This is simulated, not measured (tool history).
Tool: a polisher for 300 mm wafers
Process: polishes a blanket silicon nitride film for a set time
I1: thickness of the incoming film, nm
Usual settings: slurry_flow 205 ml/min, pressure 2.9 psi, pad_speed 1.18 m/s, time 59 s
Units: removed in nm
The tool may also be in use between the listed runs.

Run 1, hour 0: usual settings; I1 952. Result: removed 79.2 nm.
Run 2, hour 22.7: usual settings; I1 952. Result: removed 77.1 nm.
Run 3, hour 53: usual settings; I1 951.4. Result: removed 78.5 nm.
Run 4, hour 60.2: usual settings but pressure 2.3 psi; I1 950.7. Result: removed 62.8 nm.
Run 5, hour 72: usual settings but pressure 2.3 psi; I1 958.4. Result: removed 63.6 nm.
Run 6, hour 88.8: usual settings; I1 939.9. Result: removed 77.9 nm.
Run 7, hour 99.9: usual settings; I1 946.7. Result: removed 78.2 nm.
Run 8, hour 106.4: usual settings; I1 956.6. Result: removed 80.6 nm.
Run 9, hour 120.8: usual settings but pad_speed 0.92 m/s; I1 944.6. Result: removed 64.9 nm.
Run 10, hour 132.8: usual settings; I1 948.2. Result: removed 79.1 nm.
Run 11, hour 141.6: usual settings; I1 933.4. Result: removed 79.2 nm.
Run 12, hour 151.5: usual settings; I1 951.6. Result: removed 77.8 nm.
Run 13, hour 160.8: usual settings but pressure 2.5 psi; I1 954.5. Result: removed 68.1 nm.
Run 14, hour 176.9: usual settings; I1 956.7. Result: removed 81.6 nm.
Run 15, hour 183.1: usual settings; I1 965.2. Result: removed 80.7 nm.
Run 16, hour 194.8: usual settings but slurry_flow 230 ml/min; I1 954.7. Result: removed 81.3 nm.
Run 17, hour 206.7: usual settings but slurry_flow 145 ml/min, pressure 2.5 psi, pad_speed 1.06 m/s, time 72 s; I1 960.6. Result: removed 72.2 nm.
Run 18, hour 215.3: usual settings but slurry_flow 225 ml/min, pad_speed 0.86 m/s; I1 935.3. Result: removed 62.1 nm.
Run 19, hour 257.1: usual settings; I1 961.9. Result: removed 79.8 nm.
Run 20, hour 266.9: usual settings but pressure 2 psi, pad_speed 1.5 m/s; I1 945.9. Result: removed 66.6 nm.
Run 21, hour 283.7: usual settings but pressure 3.2 psi; I1 937.3. Result: removed 87.8 nm.
Run 22, hour 292.9: usual settings but time 39 s; I1 970.4. Result: removed 51.6 nm.
Run 23, hour 303.4: usual settings; I1 937.1. Result: removed 77.1 nm.
Run 24, hour 316.4: usual settings; I1 956.3. Result: removed 78.6 nm.

Taken out of this log: 6 entries between the listed runs. Where each belongs, and how the hidden state differs across it:
Between runs 2 and 3: worn pad replaced by a new one (hour 29)
  removal rate lost through wear of the pad, %: 4.36 -> 2.88
  measured less the result without the state, removed: -3.5 -> -2.4 nm
Between runs 6 and 7: head pressure recalibrated (hour 97.9)
  removal rate lost through wear of the pad, %: 4.24 -> 4.39
  measured less the result without the state, removed: -3.5 -> -3.6 nm
Between runs 7 and 8: worn pad replaced by a new one (hour 104)
  removal rate lost through wear of the pad, %: 4.39 -> 0.802
  measured less the result without the state, removed: -3.6 -> -0.7 nm
Between runs 13 and 14: worn pad replaced by a new one (hour 176.4)
  removal rate lost through wear of the pad, %: 4.53 -> 0.359
  measured less the result without the state, removed: -3.3 -> -0.3 nm
Between runs 14 and 15: slurry nozzle cleaned (hour 180.9)
  removal rate lost through wear of the pad, %: 0.359 -> 1.34
  measured less the result without the state, removed: -0.3 -> -1.1 nm
Between runs 18 and 19: worn pad replaced by a new one (hour 256.6)
  removal rate lost through wear of the pad, %: 3.9 -> 0.999
  measured less the result without the state, removed: -2.5 -> -0.8 nm

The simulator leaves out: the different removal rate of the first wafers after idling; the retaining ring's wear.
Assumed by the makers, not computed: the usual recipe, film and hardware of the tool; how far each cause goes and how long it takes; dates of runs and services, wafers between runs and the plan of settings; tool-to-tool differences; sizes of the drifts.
